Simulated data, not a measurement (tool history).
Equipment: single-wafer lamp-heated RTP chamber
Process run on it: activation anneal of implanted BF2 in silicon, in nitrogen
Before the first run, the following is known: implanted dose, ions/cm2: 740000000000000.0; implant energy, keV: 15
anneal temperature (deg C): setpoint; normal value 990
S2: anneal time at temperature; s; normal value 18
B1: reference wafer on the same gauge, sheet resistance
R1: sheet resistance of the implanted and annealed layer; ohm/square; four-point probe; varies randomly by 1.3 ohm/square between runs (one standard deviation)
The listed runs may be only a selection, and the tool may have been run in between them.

{"run": 1, "day": 0.0, "anneal temperature (deg C)": 990, "S2": 18, "B1": 282.14, "R1": 248.22}
{"run": 2, "day": 2.012, "anneal temperature (deg C)": 990, "S2": 18, "B1": 282.21, "R1": 250.91}
{"day": 3.388, "done": "reflector plate cleaned"}
{"run": 3, "day": 4.154, "anneal temperature (deg C)": 990, "S2": 18, "B1": 281.62, "R1": 248.64}
{"run": 4, "day": 5.967, "anneal temperature (deg C)": 990, "S2": 18, "B1": 282.22, "R1": 250.07}
{"run": 5, "day": 7.95, "anneal temperature (deg C)": 990, "S2": 18, "B1": 282.37, "R1": 246.64}
{"run": 6, "day": 9.2, "anneal temperature (deg C)": 990, "S2": 18, "B1": 282.27, "R1": 247.07}
{"day": 11.758, "done": "pyrometer window cleaned and pyrometer calibrated"}
{"run": 7, "day": 12.004, "anneal temperature (deg C)": 990, "S2": 18, "B1": 281.99, "R1": 237.38}
{"run": 8, "day": 14.596, "anneal temperature (deg C)": 982, "S2": 18, "B1": 282.48, "R1": 248.8}
{"run": 9, "day": 17.483, "anneal temperature (deg C)": 982, "S2": 18, "B1": 282, "R1": 246.64}
{"run": 10, "day": 19.604, "anneal temperature (deg C)": 982, "S2": 18, "B1": 282.01, "R1": 246.42}
{"day": 21.033, "done": "pyrometer window cleaned and pyrometer calibrated, repeated, since the last time left the tool worse"}
{"run": 11, "day": 22.496, "anneal temperature (deg C)": 990, "S2": 18, "B1": 281.97, "R1": 251.35}
{"run": 12, "day": 24.292, "anneal temperature (deg C)": 990, "S2": 25, "B1": 282.09, "R1": 239.2}
{"day": 25.596, "done": "reflector plate cleaned"}
{"run": 13, "day": 26.308, "anneal temperature (deg C)": 1010, "S2": 27, "B1": 281.88, "R1": 212.02}
{"run": 14, "day": 29.242, "anneal temperature (deg C)": 1010, "S2": 27, "B1": 281.63, "R1": 212.59}
{"day": 31.188, "done": "gauge calibrated"}
{"run": 15, "day": 32.133, "anneal temperature (deg C)": 976, "S2": 13, "B1": 281.72, "R1": 280.31}
{"day": 33.733, "done": "pyrometer window cleaned and pyrometer calibrated"}
{"run": 16, "day": 34.954, "anneal temperature (deg C)": 1019, "S2": 10, "B1": 281.99, "R1": 233.33}
{"run": 17, "day": 37.388, "anneal temperature (deg C)": 990, "S2": 18, "B1": 281.97, "R1": 250.78}
{"run": 18, "day": 38.971, "anneal temperature (deg C)": 981, "S2": 12, "B1": 282.14, "R1": 277.03}
{"run": 19, "day": 41.429, "anneal temperature (deg C)": 1014, "S2": 27, "B1": 281.99, "R1": 206.29}
{"run": 20, "day": 43.479, "anneal temperature (deg C)": 979, "S2": 15, "B1": 281.79, "R1": 271.96}
{"run": 21, "day": 46.296, "anneal temperature (deg C)": 990, "S2": 24, "B1": 282.1, "R1": 233.93}

What the log doesn't show, run by run:
wafer temperature error from the tarnished reflector plate, K: 0 in every run
gauge reads high (%): 0 in every run
H1: true wafer temperature minus pyrometer reading, K
run=1 H1=0.518
run=2 H1=0.669
run=3 H1=1.14
run=4 H1=1.78
run=5 H1=2.74
run=6 H1=3.49
run=7 H1=9.34
run=8 H1=9.61
run=9 H1=10.5
run=10 H1=11.5
run=11 H1=0.126
run=12 H1=0.418
run=13 H1=1.01
run=14 H1=2.38
run=15 H1=4.3
run=16 H1=0.0605
run=17 H1=0.47
run=18 H1=0.955
run=19 H1=2.05
run=20 H1=3.28
run=21 H1=5.45
